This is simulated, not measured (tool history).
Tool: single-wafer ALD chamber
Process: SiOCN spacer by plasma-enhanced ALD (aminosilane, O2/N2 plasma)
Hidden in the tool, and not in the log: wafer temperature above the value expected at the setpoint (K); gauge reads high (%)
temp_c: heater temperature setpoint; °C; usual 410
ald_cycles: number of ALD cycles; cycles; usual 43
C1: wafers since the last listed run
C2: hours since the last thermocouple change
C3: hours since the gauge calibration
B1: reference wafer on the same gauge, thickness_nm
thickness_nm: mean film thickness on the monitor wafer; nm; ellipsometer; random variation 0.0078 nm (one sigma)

run 1 day=0 | temp_c=410 ald_cycles=41 | C1=0 C2=109.1 C3=541.4 | B1=1.939 | thickness_nm=2.233
run 2 day=2.946 | temp_c=410 ald_cycles=41 | C1=255 C2=179.8 C3=612.1 | B1=1.94 | thickness_nm=2.226
run 3 day=6.667 | temp_c=414 ald_cycles=40 | C1=323 C2=269.1 C3=701.4 | B1=1.941 | thickness_nm=2.129
run 4 day=10.246 | temp_c=414 ald_cycles=40 | C1=310 C2=355 C3=787.3 | B1=1.941 | thickness_nm=2.125
run 5 day=13.092 | temp_c=410 ald_cycles=43 | C1=247 C2=423.3 C3=855.6 | B1=1.941 | thickness_nm=2.323
run 6 day=17.196 | temp_c=410 ald_cycles=43 | C1=356 C2=521.8 C3=954.1 | B1=1.94 | thickness_nm=2.307
run 7 day=19.079 | temp_c=410 ald_cycles=43 | C1=163 C2=567 C3=999.3 | B1=1.94 | thickness_nm=2.303
run 8 day=22.2 | temp_c=410 ald_cycles=43 | C1=270 C2=641.9 C3=1074.2 | B1=1.94 | thickness_nm=2.326
run 9 day=24.658 | temp_c=417 ald_cycles=49 | C1=213 C2=700.9 C3=1133.2 | B1=1.94 | thickness_nm=2.582
run 10 day=28.888 | temp_c=417 ald_cycles=49 | C1=367 C2=802.4 C3=1234.7 | B1=1.939 | thickness_nm=2.589
run 11 day=33.304 | temp_c=417 ald_cycles=49 | C1=383 C2=908.4 C3=1340.7 | B1=1.941 | thickness_nm=2.587
run 12 day=34.842 | temp_c=410 ald_cycles=43 | C1=133 C2=945.3 C3=1377.6 | B1=1.938 | thickness_nm=2.306
-- day=35.704 thermocouple changed; heater temperature recalibrated
run 13 day=37.808 | temp_c=410 ald_cycles=46 | C1=228 C2=50.5 C3=1448.8 | B1=1.939 | thickness_nm=2.524
run 14 day=39.996 | temp_c=401 ald_cycles=36 | C1=189 C2=103 C3=1501.3 | B1=1.938 | thickness_nm=2.01
run 15 day=42.221 | temp_c=418 ald_cycles=40 | C1=193 C2=156.4 C3=1554.7 | B1=1.937 | thickness_nm=2.144
run 16 day=43.875 | temp_c=406 ald_cycles=47 | C1=143 C2=196.1 C3=1594.4 | B1=1.941 | thickness_nm=2.575
-- day=43.912 gauge calibrated
run 17 day=47.65 | temp_c=395 ald_cycles=51 | C1=327 C2=286.7 C3=89.7 | B1=1.94 | thickness_nm=2.884
run 18 day=49.896 | temp_c=410 ald_cycles=46 | C1=194 C2=340.6 C3=143.6 | B1=1.94 | thickness_nm=2.485
run 19 day=52.288 | temp_c=410 ald_cycles=43 | C1=207 C2=398 C3=201 | B1=1.938 | thickness_nm=2.329
run 20 day=54.867 | temp_c=410 ald_cycles=43 | C1=223 C2=459.9 C3=262.9 | B1=1.941 | thickness_nm=2.335
run 21 day=57.721 | temp_c=423 ald_cycles=38 | C1=247 C2=528.4 C3=331.4 | B1=1.942 | thickness_nm=1.975
run 22 day=60.446 | temp_c=403 ald_cycles=39 | C1=236 C2=593.8 C3=396.8 | B1=1.941 | thickness_nm=2.139
run 23 day=64.558 | temp_c=405 ald_cycles=49 | C1=357 C2=692.5 C3=495.5 | B1=1.939 | thickness_nm=2.679
run 24 day=68.992 | temp_c=424 ald_cycles=39 | C1=384 C2=798.9 C3=601.9 | B1=1.941 | thickness_nm=2.012

3 ways to go on from here, each from the tool as it stands after run 24. What would each give?
run A day=69.012 | temp_c=410 ald_cycles=43 | C1=1 C2=799.4 C3=602.4 | B1=? | thickness_nm=?
run B day=69.012 | temp_c=404 ald_cycles=47 | C1=1 C2=799.4 C3=602.4 | B1=? | thickness_nm=?
run C day=69.012 | temp_c=397 ald_cycles=35 | C1=1 C2=799.4 C3=602.4 | B1=? | thickness_nm=?

run=A B1=1.941 thickness_nm=2.323
run=B B1=1.941 thickness_nm=2.581
run=C B1=1.941 thickness_nm=1.959
Without the tool's hidden state the same runs would have given:
run=A thickness_nm=2.361
run=B thickness_nm=2.622
run=C thickness_nm=1.981
